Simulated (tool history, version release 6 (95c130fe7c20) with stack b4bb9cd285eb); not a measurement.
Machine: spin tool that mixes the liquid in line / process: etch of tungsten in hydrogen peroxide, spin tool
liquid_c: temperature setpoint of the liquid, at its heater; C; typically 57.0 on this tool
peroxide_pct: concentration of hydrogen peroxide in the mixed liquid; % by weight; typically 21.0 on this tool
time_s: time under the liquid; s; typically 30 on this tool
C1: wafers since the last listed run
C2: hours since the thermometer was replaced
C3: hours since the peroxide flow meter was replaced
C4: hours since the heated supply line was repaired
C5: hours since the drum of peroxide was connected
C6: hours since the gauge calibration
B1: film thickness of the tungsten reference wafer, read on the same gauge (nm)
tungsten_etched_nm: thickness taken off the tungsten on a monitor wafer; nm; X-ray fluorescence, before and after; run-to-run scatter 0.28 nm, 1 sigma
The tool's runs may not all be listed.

run 1 hour=0.0 | liquid_c=57.0 peroxide_pct=21.0 time_s=30 | C1=0 C2=2712.2 C3=1588.6 C4=3438.1 C5=328.0 C6=40.8 | B1=100.00 | tungsten_etched_nm=36.55
run 2 hour=7.0 | liquid_c=57.0 peroxide_pct=21.0 time_s=30 | C1=112 C2=2719.2 C3=1595.6 C4=3445.1 C5=335.0 C6=47.8 | B1=100.00 | tungsten_etched_nm=35.47
run 3 hour=14.6 | liquid_c=57.0 peroxide_pct=21.0 time_s=30 | C1=121 C2=2726.8 C3=1603.2 C4=3452.7 C5=342.6 C6=55.4 | B1=100.02 | tungsten_etched_nm=36.05
run 4 hour=29.9 | liquid_c=57.0 peroxide_pct=21.0 time_s=30 | C1=245 C2=2742.1 C3=1618.5 C4=3468.0 C5=357.9 C6=70.7 | B1=99.98 | tungsten_etched_nm=36.73
run 5 hour=46.2 | liquid_c=51.5 peroxide_pct=19.0 time_s=30 | C1=261 C2=2758.4 C3=1634.8 C4=3484.3 C5=374.2 C6=87.0 | B1=100.00 | tungsten_etched_nm=24.81
run 6 hour=53.3 | liquid_c=51.5 peroxide_pct=19.0 time_s=30 | C1=113 C2=2765.5 C3=1641.9 C4=3491.4 C5=381.3 C6=94.1 | B1=100.01 | tungsten_etched_nm=24.51
run 7 hour=62.5 | liquid_c=51.5 peroxide_pct=19.0 time_s=30 | C1=147 C2=2774.7 C3=1651.1 C4=3500.6 C5=390.5 C6=103.3 | B1=99.99 | tungsten_etched_nm=25.04
-- hour=70.4 peroxide flow meter replaced
run 8 hour=78.0 | liquid_c=57.0 peroxide_pct=21.0 time_s=30 | C1=232 C2=2790.2 C3=7.6 C4=3516.1 C5=406.0 C6=118.8 | B1=100.02 | tungsten_etched_nm=36.34
-- hour=80.8 new drum of peroxide connected
run 9 hour=94.5 | liquid_c=57.0 peroxide_pct=15.0 time_s=15 | C1=248 C2=2806.7 C3=24.1 C4=3532.6 C5=13.7 C6=135.3 | B1=100.02 | tungsten_etched_nm=15.11
-- hour=105.2 thermometer replaced
run 10 hour=109.6 | liquid_c=57.0 peroxide_pct=21.0 time_s=30 | C1=226 C2=4.4 C3=39.2 C4=3547.7 C5=28.8 C6=150.4 | B1=99.99 | tungsten_etched_nm=36.53
-- hour=120.2 gauge calibrated
run 11 hour=120.9 | liquid_c=57.0 peroxide_pct=18.5 time_s=30 | C1=181 C2=15.7 C3=50.5 C4=3559.0 C5=40.1 C6=0.7 | B1=100.02 | tungsten_etched_nm=33.48
-- hour=124.9 heated supply line repaired
run 12 hour=129.9 | liquid_c=57.0 peroxide_pct=21.0 time_s=30 | C1=128 C2=24.7 C3=59.5 C4=5.0 C5=49.1 C6=9.7 | B1=100.00 | tungsten_etched_nm=36.40
run 13 hour=142.7 | liquid_c=57.0 peroxide_pct=16.0 time_s=30 | C1=205 C2=37.5 C3=72.3 C4=17.8 C5=61.9 C6=22.5 | B1=100.02 | tungsten_etched_nm=31.48
run 14 hour=158.7 | liquid_c=62.5 peroxide_pct=16.5 time_s=15 | C1=256 C2=53.5 C3=88.3 C4=33.8 C5=77.9 C6=38.5 | B1=100.00 | tungsten_etched_nm=22.17
run 15 hour=168.5 | liquid_c=51.5 peroxide_pct=17.0 time_s=45 | C1=157 C2=63.3 C3=98.1 C4=43.6 C5=87.7 C6=48.3 | B1=100.01 | tungsten_etched_nm=35.27
run 16 hour=179.1 | liquid_c=57.0 peroxide_pct=27.5 time_s=40 | C1=169 C2=73.9 C3=108.7 C4=54.2 C5=98.3 C6=58.9 | B1=100.00 | tungsten_etched_nm=55.02
run 17 hour=192.1 | liquid_c=47.5 peroxide_pct=21.0 time_s=35 | C1=208 C2=86.9 C3=121.7 C4=67.2 C5=111.3 C6=71.9 | B1=100.03 | tungsten_etched_nm=23.72

Each row is a separate what-if for the run after 17, all from the same tool condition, not one after another. Results?
run A hour=192.5 | liquid_c=57.0 peroxide_pct=21.0 time_s=30 | C1=6 C2=87.3 C3=122.1 C4=67.6 C5=111.7 C6=72.3 | B1=? | tungsten_etched_nm=?
run B hour=192.5 | liquid_c=49.0 peroxide_pct=21.0 time_s=30 | C1=6 C2=87.3 C3=122.1 C4=67.6 C5=111.7 C6=72.3 | B1=? | tungsten_etched_nm=?
run C hour=192.5 | liquid_c=65.0 peroxide_pct=27.5 time_s=45 | C1=6 C2=87.3 C3=122.1 C4=67.6 C5=111.7 C6=72.3 | B1=? | tungsten_etched_nm=?
run D hour=192.5 | liquid_c=59.5 peroxide_pct=26.5 time_s=30 | C1=6 C2=87.3 C3=122.1 C4=67.6 C5=111.7 C6=72.3 | B1=? | tungsten_etched_nm=?
run E hour=192.5 | liquid_c=65.0 peroxide_pct=21.0 time_s=30 | C1=6 C2=87.3 C3=122.1 C4=67.6 C5=111.7 C6=72.3 | B1=? | tungsten_etched_nm=?

run=A B1=100.01 tungsten_etched_nm=36.46
run=B B1=100.01 tungsten_etched_nm=22.56
run=C B1=100.01 tungsten_etched_nm=98.88
run=D B1=100.01 tungsten_etched_nm=47.36
run=E B1=100.01 tungsten_etched_nm=57.60
With no hidden state in the tool, these same runs would have given:
run=A tungsten_etched_nm=36.46
run=B tungsten_etched_nm=22.56
run=C tungsten_etched_nm=98.88
run=D tungsten_etched_nm=47.36
run=E tungsten_etched_nm=57.60
